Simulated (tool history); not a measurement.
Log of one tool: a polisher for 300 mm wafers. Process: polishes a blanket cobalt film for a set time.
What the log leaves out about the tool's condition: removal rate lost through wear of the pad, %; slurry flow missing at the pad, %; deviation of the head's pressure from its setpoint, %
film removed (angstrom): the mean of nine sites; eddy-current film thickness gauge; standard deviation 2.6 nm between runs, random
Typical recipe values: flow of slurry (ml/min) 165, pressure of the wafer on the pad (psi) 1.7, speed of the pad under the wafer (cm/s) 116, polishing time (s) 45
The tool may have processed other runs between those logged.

| run | hour | flow of slurry (ml/min) | pressure of the wafer on the pad (psi) | speed of the pad under the wafer (cm/s) | polishing time (s) | wafers since the last listed run | wafers polished on this pad | hours since the slurry nozzle was cleaned | hours since the head pressure was calibrated | incoming thickness of the incoming film, nm | film removed (angstrom) |
|---|---|---|---|---|---|---|---|---|---|---|---|
| 1 | 0 | 165 | 1.7 | 116 | 37 | 0 | 808 | 417.6 | 289.7 | 635.6 | 1562 |
| 2 | 28.6 | 165 | 1.7 | 116 | 37 | 355 | 1163 | 446.2 | 318.3 | 629.2 | 1496 |
| 3 | 55.6 | 165 | 1.7 | 116 | 45 | 335 | 1499 | 473.2 | 345.3 | 628.2 | 1856 |
|  | 61.6 | head pressure recalibrated |
|  | 75.7 | worn pad replaced by a new one |
| 4 | 90.9 | 165 | 1.7 | 116 | 45 | 364 | 188 | 508.5 | 29.3 | 621.4 | 1909 |
| 5 | 109.1 | 165 | 1.7 | 116 | 45 | 226 | 415 | 526.7 | 47.5 | 635.4 | 1862 |
| 6 | 140.6 | 165 | 1.7 | 94 | 45 | 391 | 806 | 558.2 | 79 | 631.7 | 1477 |
| 7 | 169.2 | 165 | 1.7 | 94 | 45 | 355 | 1161 | 586.8 | 107.6 | 618.6 | 1451 |
|  | 196 | worn pad replaced by a new one |
| 8 | 202.2 | 165 | 1.7 | 94 | 45 | 360 | 76 | 619.8 | 140.6 | 630.5 | 1531 |
| 9 | 214.4 | 165 | 1.7 | 116 | 45 | 151 | 228 | 632 | 152.8 | 621 | 1851 |
| 10 | 229.9 | 165 | 1.7 | 116 | 45 | 192 | 420 | 647.5 | 168.3 | 633.3 | 1842 |
| 11 | 244.2 | 165 | 1.7 | 116 | 45 | 177 | 598 | 661.8 | 182.6 | 622.3 | 1798 |
| 12 | 259.3 | 145 | 1.5 | 116 | 45 | 187 | 785 | 676.9 | 197.7 | 625.9 | 1550 |
| 13 | 273.8 | 165 | 1.7 | 116 | 50 | 180 | 966 | 691.4 | 212.2 | 620.2 | 1967 |
|  | 353.6 | worn pad replaced by a new one |
| 14 | 363.6 | 165 | 1.7 | 116 | 45 | 1065 | 124 | 781.2 | 302 | 627 | 1851 |
|  | 375.2 | slurry nozzle cleaned |
| 15 | 379.9 | 165 | 1.7 | 104 | 45 | 190 | 314 | 4.7 | 318.3 | 638 | 1714 |
| 16 | 407.1 | 125 | 1.5 | 116 | 45 | 337 | 652 | 31.9 | 345.5 | 629.2 | 1586 |
| 17 | 425.1 | 165 | 1.7 | 116 | 45 | 223 | 875 | 49.9 | 363.5 | 632.9 | 1912 |
|  | 432.3 | head pressure recalibrated |
| 18 | 452.2 | 120 | 1.7 | 116 | 45 | 311 | 1187 | 77 | 19.9 | 631.5 | 1747 |
| 19 | 478.7 | 165 | 1.7 | 138 | 45 | 329 | 1517 | 103.5 | 46.4 | 631 | 2182 |
|  | 505.9 | worn pad replaced by a new one |
| 20 | 507.5 | 220 | 1.5 | 146 | 58 | 308 | 19 | 132.3 | 75.2 | 622.6 | 2927 |
| 21 | 528.2 | 115 | 1.7 | 128 | 45 | 257 | 276 | 153 | 95.9 | 629.1 | 1925 |
| 22 | 558.5 | 165 | 1.7 | 140 | 34 | 376 | 653 | 183.3 | 126.2 | 625.8 | 1686 |
| 23 | 608.1 | 165 | 1.7 | 132 | 45 | 616 | 1269 | 232.9 | 175.8 | 627 | 2092 |
| 24 | 629.1 | 165 | 1.7 | 116 | 58 | 260 | 1530 | 253.9 | 196.8 | 630.9 | 2341 |
| 25 | 648.2 | 215 | 1.7 | 116 | 45 | 237 | 1767 | 273 | 215.9 | 623.8 | 1914 |
|  | 656.5 | worn pad replaced by a new one |
| 26 | 663.3 | 165 | 2 | 116 | 38 | 137 | 84 | 288.1 | 231 | 634.4 | 1904 |
| 27 | 698.2 | 165 | 1.5 | 80 | 36 | 433 | 517 | 323 | 265.9 | 620.8 | 904 |

What differs in the tool's unlogged condition from the final listed run ahead of each entry between runs to the first listed run following it?
Between runs 3 and 4: head pressure recalibrated (hour 61.6); worn pad replaced by a new one (hour 75.7)
  removal rate lost through wear of the pad, %: 5.35 -> 1.99; slurry flow missing at the pad, %: 16.3 -> 17.6
  measured value less the no-hidden-state value, film removed (angstrom): -166 -> -106
Between runs 7 and 8: worn pad replaced by a new one (hour 196)
  removal rate lost through wear of the pad, %: 5.12 -> 1.29; slurry flow missing at the pad, %: 20.3 -> 21.4
  measured value less the no-hidden-state value, film removed (angstrom): -141 -> -88
Between runs 13 and 14: worn pad replaced by a new one (hour 353.6)
  removal rate lost through wear of the pad, %: 4.95 -> 1.81; slurry flow missing at the pad, %: 23.9 -> 27
  measured value less the no-hidden-state value, film removed (angstrom): -208 -> -148
Between runs 14 and 15: slurry nozzle cleaned (hour 375.2)
  removal rate lost through wear of the pad, %: 1.81 -> 3.08; slurry flow missing at the pad, %: 27 -> 4.25
  measured value less the no-hidden-state value, film removed (angstrom): -148 -> -67
Between runs 17 and 18: head pressure recalibrated (hour 432.3)
  removal rate lost through wear of the pad, %: 4.97 -> 5.47; slurry flow missing at the pad, %: 5.81 -> 6.74
  measured value less the no-hidden-state value, film removed (angstrom): -119 -> -130
Between runs 19 and 20: worn pad replaced by a new one (hour 505.9)
  removal rate lost through wear of the pad, %: 5.75 -> 0.719; slurry flow missing at the pad, %: 7.66 -> 8.65
  measured value less the no-hidden-state value, film removed (angstrom): -164 -> -56
Between runs 25 and 26: worn pad replaced by a new one (hour 656.5)
  removal rate lost through wear of the pad, %: 5.62 -> 0.732; slurry flow missing at the pad, %: 13.5 -> 14
  measured value less the no-hidden-state value, film removed (angstrom): -154 -> -64

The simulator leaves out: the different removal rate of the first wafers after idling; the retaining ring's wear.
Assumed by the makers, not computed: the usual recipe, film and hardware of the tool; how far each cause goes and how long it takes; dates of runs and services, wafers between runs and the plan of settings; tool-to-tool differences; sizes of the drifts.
